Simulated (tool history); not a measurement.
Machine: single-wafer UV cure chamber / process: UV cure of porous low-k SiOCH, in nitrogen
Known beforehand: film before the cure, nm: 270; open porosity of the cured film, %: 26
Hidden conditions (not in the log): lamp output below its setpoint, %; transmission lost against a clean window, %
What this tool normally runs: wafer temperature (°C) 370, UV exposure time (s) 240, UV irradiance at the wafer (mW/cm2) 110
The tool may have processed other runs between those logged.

run	hour	wafer temperature (°C)	UV exposure time (s)	UV irradiance at the wafer (mW/cm2)	wafers since the last listed run	hours since the UV bulbs were replaced	wafers since the quartz window was cleaned	loss of film thickness in the cure (%)
1	0	370	240	119	0	831.2	149	14.709
2	14.8	370	240	110	165	846	315	14.246
3	30.2	370	240	110	172	861.4	487	14.517
4	40.6	370	240	110	116	871.8	604	14.103
5	54.8	370	240	110	159	886	763	13.781
6	67.4	370	240	110	141	898.6	904	14.472
7	83.9	370	240	110	184	915.1	1089	14.534
8	93.3	365	345	110	105	924.5	1194	15.851
9	106.7	365	345	110	150	937.9	1344	16.435
10	122.3	365	345	110	174	953.5	1519	15.939
# hour 134.1: quartz window cleaned
11	138	370	240	134	86	969.2	43	15.459
12	147.3	370	240	134	104	978.5	147	15.752
# hour 169.2: UV bulbs replaced
13	169.7	370	240	134	161	0.5	308	15.317
14	179.4	370	310	141	108	10.2	417	17.363
15	192.8	370	310	141	150	23.6	567	17.251
16	203.9	370	240	110	124	34.7	692	14.621
17	214.7	354	240	98	121	45.5	813	13.105
18	222.8	357	365	137	90	53.6	903	17.147
19	237.5	364	145	144	164	68.3	1068	12.897
20	251.3	380	240	142	154	82.1	1223	16.077
# hour 261: quartz window cleaned
21	299.5	370	285	110	450	130.3	431	14.808
22	313.1	354	240	127	152	143.9	583	14.686
23	330.1	387	180	128	190	160.9	773	14.324
24	337.4	387	240	110	81	168.2	855	14.964
25	353.5	370	240	110	180	184.3	1036	14.148
26	366.7	370	240	110	147	197.5	1183	14.593
# hour 377.6: quartz window cleaned
27	379.8	370	240	110	57	210.6	24	14.694
28	395.3	370	200	110	173	226.1	198	12.831
29	411.3	370	240	110	179	242.1	377	14.057
30	425.8	389	115	77	162	256.6	540	9.487

Entry by entry between the runs, the difference in hidden state between the last listed run before and the first listed run after:
Run 10 -> run 11: quartz window cleaned (hour 134.1)
  no hidden state differs between the two runs
Run 12 -> run 13: UV bulbs replaced (hour 169.2)
  no hidden state differs between the two runs
Run 20 -> run 21: quartz window cleaned (hour 261)
  no hidden state differs between the two runs
Run 26 -> run 27: quartz window cleaned (hour 377.6)
  no hidden state differs between the two runs
